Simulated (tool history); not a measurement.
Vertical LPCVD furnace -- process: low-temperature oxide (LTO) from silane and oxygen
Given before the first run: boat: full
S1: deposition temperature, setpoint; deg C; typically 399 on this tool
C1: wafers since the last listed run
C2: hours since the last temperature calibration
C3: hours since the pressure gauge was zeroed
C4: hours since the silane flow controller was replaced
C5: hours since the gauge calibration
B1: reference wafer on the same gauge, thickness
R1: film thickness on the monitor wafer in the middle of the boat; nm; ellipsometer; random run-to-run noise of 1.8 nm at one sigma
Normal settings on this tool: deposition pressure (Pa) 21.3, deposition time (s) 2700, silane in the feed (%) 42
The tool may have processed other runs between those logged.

run 1 day=0.000 | S1=399 deposition_pressure_(Pa)=21.3 deposition_time_(s)=2700 silane_in_the_feed_(%)=42 | C1=0 C2=1686.3 C3=1252.0 C4=3455.0 C5=1044.6 | B1=321.32 | R1=348.76
run 2 day=2.567 | S1=399 deposition_pressure_(Pa)=21.3 deposition_time_(s)=2700 silane_in_the_feed_(%)=42 | C1=978 C2=1747.9 C3=1313.6 C4=3516.6 C5=1106.2 | B1=321.06 | R1=354.63
run 3 day=4.325 | S1=399 deposition_pressure_(Pa)=21.3 deposition_time_(s)=2700 silane_in_the_feed_(%)=42 | C1=670 C2=1790.1 C3=1355.8 C4=3558.8 C5=1148.4 | B1=321.33 | R1=352.21
run 4 day=14.421 | S1=399 deposition_pressure_(Pa)=21.3 deposition_time_(s)=2700 silane_in_the_feed_(%)=42 | C1=3848 C2=2032.4 C3=1598.1 C4=3801.1 C5=1390.7 | B1=320.61 | R1=352.05
run 5 day=18.633 | S1=399 deposition_pressure_(Pa)=21.3 deposition_time_(s)=2700 silane_in_the_feed_(%)=42 | C1=1605 C2=2133.5 C3=1699.2 C4=3902.2 C5=1491.8 | B1=321.12 | R1=354.81
run 6 day=20.838 | S1=399 deposition_pressure_(Pa)=21.3 deposition_time_(s)=2700 silane_in_the_feed_(%)=42 | C1=840 C2=2186.4 C3=1752.1 C4=3955.1 C5=1544.7 | B1=320.88 | R1=352.86
run 7 day=24.642 | S1=399 deposition_pressure_(Pa)=21.3 deposition_time_(s)=2700 silane_in_the_feed_(%)=42 | C1=1450 C2=2277.7 C3=1843.4 C4=4046.4 C5=1636.0 | B1=320.75 | R1=352.69
run 8 day=26.683 | S1=399 deposition_pressure_(Pa)=21.3 deposition_time_(s)=2220 silane_in_the_feed_(%)=42 | C1=778 C2=2326.7 C3=1892.4 C4=4095.4 C5=1685.0 | B1=321.00 | R1=291.93
run 9 day=30.175 | S1=399 deposition_pressure_(Pa)=21.3 deposition_time_(s)=2220 silane_in_the_feed_(%)=42 | C1=1331 C2=2410.5 C3=1976.2 C4=4179.2 C5=1768.8 | B1=321.30 | R1=292.49
-- day=33.762 gauge calibrated
run 10 day=34.358 | S1=395 deposition_pressure_(Pa)=21.3 deposition_time_(s)=2700 silane_in_the_feed_(%)=42 | C1=1594 C2=2510.9 C3=2076.6 C4=4279.6 C5=14.3 | B1=321.44 | R1=345.83
run 11 day=35.962 | S1=395 deposition_pressure_(Pa)=21.3 deposition_time_(s)=2700 silane_in_the_feed_(%)=42 | C1=611 C2=2549.4 C3=2115.1 C4=4318.1 C5=52.8 | B1=321.70 | R1=340.31
-- day=39.542 thermocouples replaced and temperature profile calibrated
run 12 day=39.562 | S1=395 deposition_pressure_(Pa)=21.3 deposition_time_(s)=2700 silane_in_the_feed_(%)=42 | C1=991 C2=0.5 C3=2201.5 C4=4404.5 C5=139.2 | B1=319.94 | R1=343.89
run 13 day=42.488 | S1=399 deposition_pressure_(Pa)=21.3 deposition_time_(s)=2700 silane_in_the_feed_(%)=42 | C1=1115 C2=70.7 C3=2271.7 C4=4474.7 C5=209.4 | B1=321.25 | R1=361.31
run 14 day=44.000 | S1=399 deposition_pressure_(Pa)=21.3 deposition_time_(s)=2700 silane_in_the_feed_(%)=42 | C1=576 C2=107.0 C3=2308.0 C4=4511.0 C5=245.7 | B1=321.32 | R1=359.24
-- day=46.246 silane flow controller replaced
run 15 day=46.446 | S1=399 deposition_pressure_(Pa)=21.3 deposition_time_(s)=2700 silane_in_the_feed_(%)=42 | C1=551 C2=165.7 C3=2366.7 C4=4.8 C5=304.4 | B1=320.66 | R1=361.05
run 16 day=48.942 | S1=399 deposition_pressure_(Pa)=17.3 deposition_time_(s)=2700 silane_in_the_feed_(%)=42 | C1=951 C2=225.6 C3=2426.6 C4=64.7 C5=364.3 | B1=320.93 | R1=298.91
-- day=50.550 pressure gauge zeroed
run 17 day=51.125 | S1=399 deposition_pressure_(Pa)=22.7 deposition_time_(s)=2700 silane_in_the_feed_(%)=38 | C1=451 C2=278.0 C3=13.8 C4=117.1 C5=416.7 | B1=321.25 | R1=323.65
run 18 day=54.088 | S1=399 deposition_pressure_(Pa)=21.3 deposition_time_(s)=3570 silane_in_the_feed_(%)=40 | C1=1129 C2=349.1 C3=84.9 C4=188.2 C5=487.8 | B1=320.81 | R1=431.93
run 19 day=58.317 | S1=399 deposition_pressure_(Pa)=16.7 deposition_time_(s)=2700 silane_in_the_feed_(%)=42 | C1=1612 C2=450.6 C3=186.4 C4=289.7 C5=589.3 | B1=321.41 | R1=270.22
run 20 day=60.092 | S1=403 deposition_pressure_(Pa)=23.3 deposition_time_(s)=2700 silane_in_the_feed_(%)=42 | C1=676 C2=493.2 C3=229.0 C4=332.3 C5=631.9 | B1=322.20 | R1=391.87
run 21 day=71.846 | S1=399 deposition_pressure_(Pa)=21.3 deposition_time_(s)=2700 silane_in_the_feed_(%)=42 | C1=4481 C2=775.3 C3=511.1 C4=614.4 C5=914.0 | B1=321.82 | R1=344.52
run 22 day=75.967 | S1=409 deposition_pressure_(Pa)=21.3 deposition_time_(s)=2700 silane_in_the_feed_(%)=42 | C1=1571 C2=874.2 C3=610.0 C4=713.3 C5=1012.9 | B1=321.63 | R1=383.45
run 23 day=79.588 | S1=399 deposition_pressure_(Pa)=26.7 deposition_time_(s)=2700 silane_in_the_feed_(%)=36 | C1=1380 C2=961.1 C3=696.9 C4=800.2 C5=1099.8 | B1=319.80 | R1=357.79
run 24 day=82.150 | S1=399 deposition_pressure_(Pa)=21.3 deposition_time_(s)=2700 silane_in_the_feed_(%)=42 | C1=976 C2=1022.6 C3=758.4 C4=861.7 C5=1161.3 | B1=320.43 | R1=346.37
run 25 day=86.362 | S1=399 deposition_pressure_(Pa)=19.3 deposition_time_(s)=2970 silane_in_the_feed_(%)=48 | C1=1605 C2=1123.7 C3=859.5 C4=962.8 C5=1262.4 | B1=321.01 | R1=393.64
run 26 day=88.112 | S1=399 deposition_pressure_(Pa)=21.3 deposition_time_(s)=2100 silane_in_the_feed_(%)=42 | C1=667 C2=1165.7 C3=901.5 C4=1004.8 C5=1304.4 | B1=320.70 | R1=268.16
run 27 day=91.875 | S1=388 deposition_pressure_(Pa)=21.3 deposition_time_(s)=2700 silane_in_the_feed_(%)=42 | C1=1434 C2=1256.0 C3=991.8 C4=1095.1 C5=1394.7 | B1=321.92 | R1=306.20
run 28 day=94.192 | S1=407 deposition_pressure_(Pa)=21.3 deposition_time_(s)=2250 silane_in_the_feed_(%)=34 | C1=883 C2=1311.6 C3=1047.4 C4=1150.7 C5=1450.3 | B1=321.02 | R1=243.09

For each run, what was the tool's unlogged condition?
true tube temperature minus thermocouple reading, K: 0 at every run
deviation of the silane flow from its setpoint, %: 0 at every run
gauge reads high (%): 0 at every run
H1: true pressure minus gauge reading, mTorr
run=1 H1=2.09
run=2 H1=2.31
run=3 H1=2.47
run=4 H1=3.5
run=5 H1=3.97
run=6 H1=4.23
run=7 H1=4.7
run=8 H1=4.96
run=9 H1=5.43
run=10 H1=6.01
run=11 H1=6.24
run=12 H1=6.77
run=13 H1=7.22
run=14 H1=7.46
run=15 H1=7.85
run=16 H1=8.26
run=17 H1=-0.833
run=18 H1=-0.823
run=19 H1=-0.783
run=20 H1=-0.758
run=21 H1=-0.459
run=22 H1=-0.301
run=23 H1=-0.139
run=24 H1=-0.0108
run=25 H1=0.223
run=26 H1=0.329
run=27 H1=0.573
run=28 H1=0.735

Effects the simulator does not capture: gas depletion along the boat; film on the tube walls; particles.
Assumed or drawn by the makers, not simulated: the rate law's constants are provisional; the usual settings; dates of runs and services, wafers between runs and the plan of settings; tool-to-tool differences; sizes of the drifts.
